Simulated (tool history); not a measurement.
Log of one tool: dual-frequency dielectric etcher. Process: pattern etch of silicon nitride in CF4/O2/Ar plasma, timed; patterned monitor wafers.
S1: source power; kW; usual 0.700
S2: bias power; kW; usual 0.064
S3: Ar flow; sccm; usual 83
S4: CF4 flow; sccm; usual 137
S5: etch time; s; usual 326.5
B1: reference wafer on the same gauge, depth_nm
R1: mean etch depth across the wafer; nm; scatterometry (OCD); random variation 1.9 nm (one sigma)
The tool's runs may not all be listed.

run 1 hour=0.0 | S1=0.700 S2=0.064 S3=83 S4=137 S5=326.5 | B1=975.3 | R1=933.2
-- hour=24.8 wet clean of the chamber
run 2 hour=25.3 | S1=0.700 S2=0.064 S3=83 S4=137 S5=326.5 | B1=974.7 | R1=932.9
run 3 hour=53.2 | S1=0.700 S2=0.064 S3=83 S4=137 S5=326.5 | B1=976.3 | R1=932.8
run 4 hour=88.6 | S1=0.700 S2=0.064 S3=83 S4=137 S5=326.5 | B1=976.3 | R1=933.0
run 5 hour=103.4 | S1=0.700 S2=0.064 S3=83 S4=114 S5=326.5 | B1=977.4 | R1=918.0
run 6 hour=130.9 | S1=0.700 S2=0.064 S3=83 S4=114 S5=326.5 | B1=977.9 | R1=921.4
run 7 hour=166.8 | S1=0.740 S2=0.064 S3=83 S4=137 S5=326.5 | B1=977.2 | R1=974.3
run 8 hour=186.2 | S1=0.780 S2=0.064 S3=83 S4=137 S5=326.5 | B1=979.9 | R1=1015.5
run 9 hour=198.9 | S1=0.700 S2=0.064 S3=83 S4=137 S5=326.5 | B1=979.3 | R1=933.2
-- hour=246.0 upper electrode replaced
run 10 hour=246.5 | S1=0.700 S2=0.050 S3=104 S4=168 S5=240.0 | B1=982.2 | R1=664.5
run 11 hour=249.3 | S1=0.700 S2=0.074 S3=94 S4=137 S5=230.0 | B1=981.2 | R1=673.7
run 12 hour=282.0 | S1=0.860 S2=0.064 S3=93 S4=160 S5=381.0 | B1=983.7 | R1=1289.9
-- hour=304.0 source power generator calibrated
run 13 hour=304.5 | S1=0.700 S2=0.064 S3=83 S4=137 S5=326.5 | B1=983.9 | R1=942.9
run 14 hour=320.9 | S1=0.700 S2=0.064 S3=83 S4=137 S5=326.5 | B1=985.0 | R1=942.3
-- hour=345.2 CF4 flow controller replaced
run 15 hour=355.0 | S1=0.700 S2=0.064 S3=83 S4=137 S5=420.5 | B1=986.5 | R1=1212.1
run 16 hour=387.8 | S1=0.700 S2=0.064 S3=83 S4=103 S5=326.5 | B1=986.9 | R1=920.5
-- hour=399.8 Ar flow controller replaced
-- hour=404.0 bias power generator calibrated
-- hour=416.8 gauge calibrated
-- hour=425.5 wet clean of the chamber
run 17 hour=426.0 | S1=0.700 S2=0.053 S3=83 S4=123 S5=326.5 | B1=976.7 | R1=893.2
run 18 hour=426.4 | S1=0.700 S2=0.064 S3=83 S4=137 S5=326.5 | B1=977.8 | R1=931.1
run 19 hour=445.9 | S1=0.580 S2=0.064 S3=98 S4=137 S5=326.5 | B1=976.8 | R1=801.3
run 20 hour=518.5 | S1=0.600 S2=0.064 S3=83 S4=137 S5=326.5 | B1=976.9 | R1=830.9
run 21 hour=540.5 | S1=0.700 S2=0.064 S3=83 S4=137 S5=326.5 | B1=977.5 | R1=932.6
run 22 hour=560.5 | S1=0.700 S2=0.064 S3=83 S4=137 S5=326.5 | B1=977.1 | R1=934.2

The same runs without the tool's hidden state, with the same run-to-run variation:
The hidden state here: etch rate over this chamber's usual, %; source power that arrives over what is set, %; bias power that arrives over what is set, %; Ar flow that arrives over what is set, %; CF4 flow that arrives over what is set, %; gauge reads high (%).
run=1 R1=932.8
run=2 R1=932.1
run=3 R1=931.4
run=4 R1=930.8
run=5 R1=915.5
run=6 R1=918.2
run=7 R1=969.8
run=8 R1=1010.1
run=9 R1=928.0
run=10 R1=659.6
run=11 R1=668.6
run=12 R1=1278.6
run=13 R1=933.7
run=14 R1=932.4
run=15 R1=1197.5
run=16 R1=908.0
run=17 R1=890.8
run=18 R1=928.5
run=19 R1=799.1
run=20 R1=828.3
run=21 R1=929.5
run=22 R1=930.8

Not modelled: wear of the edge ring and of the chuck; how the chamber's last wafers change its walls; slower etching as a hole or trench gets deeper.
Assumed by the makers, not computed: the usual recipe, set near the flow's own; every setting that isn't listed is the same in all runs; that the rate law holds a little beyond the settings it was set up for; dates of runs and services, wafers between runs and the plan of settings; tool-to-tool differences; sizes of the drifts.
